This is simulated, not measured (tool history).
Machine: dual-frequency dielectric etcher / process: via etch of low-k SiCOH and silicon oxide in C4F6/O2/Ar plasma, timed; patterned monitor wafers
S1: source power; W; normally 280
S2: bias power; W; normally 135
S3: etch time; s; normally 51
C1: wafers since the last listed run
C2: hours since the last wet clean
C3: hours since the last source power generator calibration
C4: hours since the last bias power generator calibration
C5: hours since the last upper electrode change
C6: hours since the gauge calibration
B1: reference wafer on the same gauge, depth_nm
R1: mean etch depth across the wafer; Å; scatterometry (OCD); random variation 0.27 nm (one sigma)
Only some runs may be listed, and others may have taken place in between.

run,day,S1,S2,S3,C1,C2,C3,C4,C5,C6,B1,R1
1,0,250,135,51,0,375.5,2362,1307.4,4182.2,1025.8,96.3,972
2,1.721,250,135,51,431,416.8,2403.3,1348.7,4223.5,1067.1,96.4,971
# day 3.212: wet clean of the chamber
3,3.808,280,126,51,272,14.3,2453.4,1398.8,4273.6,1117.2,96.4,968
4,6.625,280,135,51,706,81.9,2521,1466.4,4341.2,1184.8,96.4,990
5,7.658,280,135,51,259,106.7,2545.8,1491.2,4366,1209.6,96.4,984
6,9.442,300,166,37,447,149.5,2588.6,1534,4408.8,1252.4,96.3,775
7,12.271,280,135,46.5,709,217.4,2656.5,1601.9,4476.7,1320.3,96.3,911
# day 14.112: gauge calibrated
8,14.888,280,135,51,656,280.2,2719.3,1664.7,4539.5,18.6,96.5,990
# day 15.833: bias power generator calibrated
9,16.338,330,124,51,321,315,2754.1,12.1,4574.3,53.4,96.4,1023
10,19.096,310,167,39.5,691,381.2,2820.3,78.3,4640.5,119.6,96.4,847
11,20.971,280,120,51,470,426.2,2865.3,123.3,4685.5,164.6,96.4,969
# day 25.904: wet clean of the chamber
12,26.396,300,153,56,1109,11.8,2995.5,253.5,4815.7,294.8,96.4,1140
13,28.171,280,135,36.5,445,54.4,3038.1,296.1,4858.3,337.4,96.3,708
# day 28.425: source power generator calibrated
14,30.771,280,135,51,610,116.8,56.3,358.5,4920.7,399.8,96.5,1008
15,32.675,340,159,51,477,162.5,102,404.2,4966.4,445.5,96.4,1111
# day 35.246: upper electrode replaced
16,35.521,220,135,51,462,230.8,170.3,472.5,6.6,513.8,96.3,944
17,37.688,280,135,51,543,282.8,222.3,524.5,58.6,565.8,96.2,1010
18,40.096,280,135,51,603,340.6,280.1,582.3,116.4,623.6,96.5,1012
19,42.633,340,103,55.5,636,401.5,341,643.2,177.3,684.5,96.4,1083
20,44.725,260,110,51,524,451.7,391.2,693.4,227.5,734.7,96.3,940
21,46.158,320,135,60,359,486.1,425.6,727.8,261.9,769.1,96.4,1239
# day 48.333: wet clean of the chamber
22,48.55,220,123,56.5,349,5.2,483,785.2,319.3,826.5,96.3,1010
23,50.296,240,154,64.5,437,47.1,524.9,827.1,361.2,868.4,96.4,1262
24,52.125,230,166,35.5,458,91,568.8,871,405.1,912.3,96.2,702
25,54.758,280,135,38,660,154.2,632,934.2,468.3,975.5,96.4,753
26,57.667,280,135,51,729,224,701.8,1004,538.1,1045.3,96.4,1014
27,59.954,350,114,65.5,573,278.9,756.7,1058.9,593,1100.2,96.4,1322
28,61.525,240,111,62.5,393,316.6,794.4,1096.6,630.7,1137.9,96.4,1126

Alternative continuations, all from the tool just after run 28; predict every row:
A,61.542,280,135,55.5,4,317,794.8,1097,631.1,1138.3,?,?
B,61.542,280,103,35.5,4,317,794.8,1097,631.1,1138.3,?,?
C,61.542,350,135,51,4,317,794.8,1097,631.1,1138.3,?,?
D,61.542,240,146,60.5,4,317,794.8,1097,631.1,1138.3,?,?
E,61.542,240,111,51,4,317,794.8,1097,631.1,1138.3,?,?

run,B1,R1
A,96.4,1104
B,96.4,657
C,96.4,1081
D,96.4,1180
E,96.4,922
With the hidden condition removed and each run's random variation left untouched, the same runs would have given:
run,R1
A,1086
B,646
C,1064
D,1161
E,907
